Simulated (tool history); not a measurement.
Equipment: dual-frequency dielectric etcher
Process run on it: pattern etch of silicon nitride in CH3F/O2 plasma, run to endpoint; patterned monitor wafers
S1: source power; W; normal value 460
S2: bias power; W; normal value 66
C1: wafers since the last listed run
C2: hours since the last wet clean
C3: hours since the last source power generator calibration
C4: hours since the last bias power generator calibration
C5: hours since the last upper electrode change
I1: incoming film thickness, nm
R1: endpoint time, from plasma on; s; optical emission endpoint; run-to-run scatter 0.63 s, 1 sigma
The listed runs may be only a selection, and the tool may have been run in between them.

run,day,S1,S2,C1,C2,C3,C4,C5,I1,R1
1,0,370,66,0,423.6,3236.6,1567.7,1658.1,75.2,94.5
2,0.558,370,66,92,437,3250,1581.1,1671.5,75.1,94
3,1.1,510,62,90,450,3263,1594.1,1684.5,74.8,84.5
4,1.433,460,66,55,458,3271,1602.1,1692.5,75.6,86.6
5,1.933,460,66,83,470,3283,1614.1,1704.5,75,85.5
6,3.588,380,66,275,509.7,3322.7,1653.8,1744.2,75.4,93.8
7,4.938,380,66,224,542.1,3355.1,1686.2,1776.6,75.4,92.9
8,5.283,460,56,57,550.4,3363.4,1694.5,1784.9,75,91.1
9,5.8,460,56,85,562.8,3375.8,1706.9,1797.3,75.5,91.5
# day 6.942: wet clean of the chamber
10,6.962,460,56,27,0.5,3403.7,1734.8,1825.2,75.1,89
11,7.196,460,54,38,6.1,3409.3,1740.4,1830.8,74.4,89.9
12,7.633,460,74,72,16.6,3419.8,1750.9,1841.3,74.5,79.9
13,8.35,460,74,119,33.8,3437,1768.1,1858.5,75.3,81.3
14,8.879,460,74,87,46.5,3449.7,1780.8,1871.2,75.3,80.8
15,9.271,460,75,65,55.9,3459.1,1790.2,1880.6,75.2,80.4
# day 9.75: source power generator calibrated
16,9.771,510,76,55,67.9,0.5,1802.2,1892.6,75.4,78.7
17,9.933,460,81,27,71.8,4.4,1806.1,1896.5,73.8,77.2
18,10.379,370,72,74,82.5,15.1,1816.8,1907.2,75.6,90.2
19,10.967,350,51,97,96.6,29.2,1830.9,1921.3,75,101.7
20,11.388,560,74,69,106.7,39.3,1841,1931.4,74.9,76.5
21,11.7,570,66,51,114.2,46.8,1848.5,1938.9,75.6,79
# day 13.275: upper electrode replaced
22,13.296,360,62,99,152.5,85.1,1886.8,0.5,75.1,96.4
23,14.733,370,72,239,187,119.6,1921.3,35,75.3,90.4
# day 15.079: bias power generator calibrated
24,15.371,530,81,78,202.3,134.9,7,50.3,75.6,76.1
25,15.704,530,61,55,210.3,142.9,15,58.3,75.8,82.8
26,16.371,460,56,110,226.3,158.9,31,74.3,75.2,90.5
27,16.662,400,52,48,233.3,165.9,38,81.3,75.2,98.8
28,17.3,430,77,106,248.6,181.2,53.3,96.6,74.7,82.7
29,17.929,400,81,104,263.7,196.3,68.4,111.7,75.2,83.9
30,18.512,460,66,97,277.7,210.3,82.4,125.7,74.7,84.6
31,18.879,500,66,60,286.5,219.1,91.2,134.5,75.3,82.8
32,19.296,460,56,69,296.5,229.1,101.2,144.5,75.4,91.1
33,19.8,560,66,83,308.6,241.2,113.3,156.6,75.2,79.7
34,20.067,520,55,44,315,247.6,119.7,163,75.2,87.1
35,20.396,540,66,54,322.9,255.5,127.6,170.9,75.5,80.6
36,20.742,520,55,57,331.2,263.8,135.9,179.2,74.6,86.2

What if the next run were any one of these 3? Each begins from the tool's condition after run 36:
A,20.762,410,66,3,331.7,264.3,136.4,179.7,75.1,?
B,20.762,420,71,3,331.7,264.3,136.4,179.7,75.1,?
C,20.762,490,76,3,331.7,264.3,136.4,179.7,75.1,?

run,R1
A,89.6
B,86.6
C,79.7
With no hidden state in the tool, these same runs would have given:
run,R1
A,87.9
B,84.9
C,78.2

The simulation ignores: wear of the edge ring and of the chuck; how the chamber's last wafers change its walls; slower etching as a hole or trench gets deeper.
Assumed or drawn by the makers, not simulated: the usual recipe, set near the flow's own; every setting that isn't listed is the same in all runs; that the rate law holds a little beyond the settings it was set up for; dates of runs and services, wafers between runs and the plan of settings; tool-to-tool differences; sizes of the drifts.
